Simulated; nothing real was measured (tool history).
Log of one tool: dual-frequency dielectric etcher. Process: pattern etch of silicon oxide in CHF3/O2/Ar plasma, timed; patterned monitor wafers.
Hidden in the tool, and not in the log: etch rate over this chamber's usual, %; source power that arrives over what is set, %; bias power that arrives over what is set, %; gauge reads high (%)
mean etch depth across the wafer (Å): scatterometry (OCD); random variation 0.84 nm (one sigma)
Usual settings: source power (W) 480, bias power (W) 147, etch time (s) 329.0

run,hour,source power (W),bias power (W),etch time (s),wafers since the last listed run,hours since the last wet clean,hours since the last source power generator calibration,hours since the last bias power generator calibration,hours since the last upper electrode change,hours since the gauge calibration,"read-back reference wafer on the same gauge, depth_nm",mean etch depth across the wafer (Å)
1,0.0,410,147,329.0,0,335.6,2955.5,2731.6,4644.0,96.8,547.7,5379
# hour 5.7: gauge calibrated
2,7.3,480,147,329.0,23,342.9,2962.8,2738.9,4651.3,1.6,548.3,5752
3,19.6,480,147,329.0,40,355.2,2975.1,2751.2,4663.6,13.9,548.1,5752
4,34.9,480,147,329.0,49,370.5,2990.4,2766.5,4678.9,29.2,547.6,5768
5,42.1,480,162,329.0,23,377.7,2997.6,2773.7,4686.1,36.4,547.9,5945
# hour 66.6: wet clean of the chamber
6,67.1,480,147,329.0,3,0.5,3022.6,2798.7,4711.1,61.4,547.8,5563
7,67.5,480,147,329.0,1,0.9,3023.0,2799.1,4711.5,61.8,547.9,5569
8,75.8,480,147,265.5,27,9.2,3031.3,2807.4,4719.8,70.1,548.5,4497
# hour 93.2: source power generator calibrated
9,93.7,480,147,329.0,45,27.1,0.5,2825.3,4737.7,88.0,548.1,5581
# hour 111.0: gauge calibrated
# hour 129.3: upper electrode replaced
10,129.8,570,147,329.0,39,63.2,36.6,2861.4,0.5,18.8,548.0,6028
11,130.2,480,165,329.0,1,63.6,37.0,2861.8,0.9,19.2,547.9,5800
12,132.7,590,178,329.0,8,66.1,39.5,2864.3,3.4,21.7,548.0,6454
# hour 144.4: bias power generator calibrated
13,144.7,560,147,417.0,26,78.1,51.5,0.3,15.4,33.7,548.1,7567
14,157.0,560,147,329.0,40,90.4,63.8,12.6,27.7,46.0,548.3,5992
15,172.5,390,147,301.0,50,105.9,79.3,28.1,43.2,61.5,548.2,4711
16,182.8,420,147,238.0,33,116.2,89.6,38.4,53.5,71.8,547.8,3846
17,198.7,480,147,329.0,51,132.1,105.5,54.3,69.4,87.7,548.0,5632

Forecast each of these 3 alternatives for the next run:
A,199.2,480,147,329.0,1,132.6,106.0,54.8,69.9,88.2,?,?
B,199.2,380,179,329.0,1,132.6,106.0,54.8,69.9,88.2,?,?
C,199.2,600,147,329.0,1,132.6,106.0,54.8,69.9,88.2,?,?

run,"read-back reference wafer on the same gauge, depth_nm",mean etch depth across the wafer (Å)
A,547.9,5648
B,547.9,5444
C,547.9,6199
Without the tool's hidden state the same runs would have given:
run,mean etch depth across the wafer (Å)
A,5579
B,5377
C,6123
